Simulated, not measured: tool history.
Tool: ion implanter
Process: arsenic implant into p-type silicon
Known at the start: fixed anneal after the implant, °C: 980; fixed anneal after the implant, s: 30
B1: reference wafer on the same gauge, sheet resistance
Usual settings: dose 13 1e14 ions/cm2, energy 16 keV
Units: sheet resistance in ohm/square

{"run": 1, "hour": 0.0, "dose": 14.66, "energy": 16, "B1": 155.01, "sheet resistance": 124.97}
{"run": 2, "hour": 12.2, "dose": 14.66, "energy": 16, "B1": 154.99, "sheet resistance": 125.27}
{"run": 3, "hour": 45.0, "dose": 13, "energy": 16, "B1": 154.95, "sheet resistance": 129.1}
{"run": 4, "hour": 58.4, "dose": 13, "energy": 16, "B1": 155.03, "sheet resistance": 129.12}
{"run": 5, "hour": 88.7, "dose": 13, "energy": 16, "B1": 154.96, "sheet resistance": 129.26}
{"run": 6, "hour": 118.3, "dose": 13, "energy": 16, "B1": 155.05, "sheet resistance": 129.18}
{"run": 7, "hour": 133.6, "dose": 11.5, "energy": 16, "B1": 154.92, "sheet resistance": 134.56}
{"run": 8, "hour": 158.3, "dose": 12.15, "energy": 19.5, "B1": 155.04, "sheet resistance": 123.83}
{"hour": 164.6, "done": "gauge calibrated"}
{"run": 9, "hour": 175.6, "dose": 13, "energy": 16, "B1": 155.05, "sheet resistance": 129.25}
{"run": 10, "hour": 226.8, "dose": 15.52, "energy": 12, "B1": 154.99, "sheet resistance": 133.62}
{"run": 11, "hour": 250.3, "dose": 13, "energy": 16, "B1": 155.03, "sheet resistance": 129.14}
{"hour": 260.5, "done": "extraction supply calibrated"}
{"hour": 282.6, "done": "Faraday cup replaced and dose calibrated"}
{"run": 12, "hour": 318.6, "dose": 11.72, "energy": 13.5, "B1": 155.02, "sheet resistance": 139.62}
{"run": 13, "hour": 352.0, "dose": 11.74, "energy": 17.5, "B1": 154.96, "sheet resistance": 129.71}
{"run": 14, "hour": 376.2, "dose": 13, "energy": 16, "B1": 155.06, "sheet resistance": 129.11}
{"run": 15, "hour": 399.3, "dose": 15.82, "energy": 21.5, "B1": 154.95, "sheet resistance": 111.05}
{"run": 16, "hour": 431.9, "dose": 10.05, "energy": 14, "B1": 154.95, "sheet resistance": 146.38}

What the log doesn't show, run by run:
deviation of the true dose from the Faraday cup's reading, %: 0 in every run
deviation of the true energy from its setpoint, %: 0 in every run
gauge reads high (%): 0 in every run

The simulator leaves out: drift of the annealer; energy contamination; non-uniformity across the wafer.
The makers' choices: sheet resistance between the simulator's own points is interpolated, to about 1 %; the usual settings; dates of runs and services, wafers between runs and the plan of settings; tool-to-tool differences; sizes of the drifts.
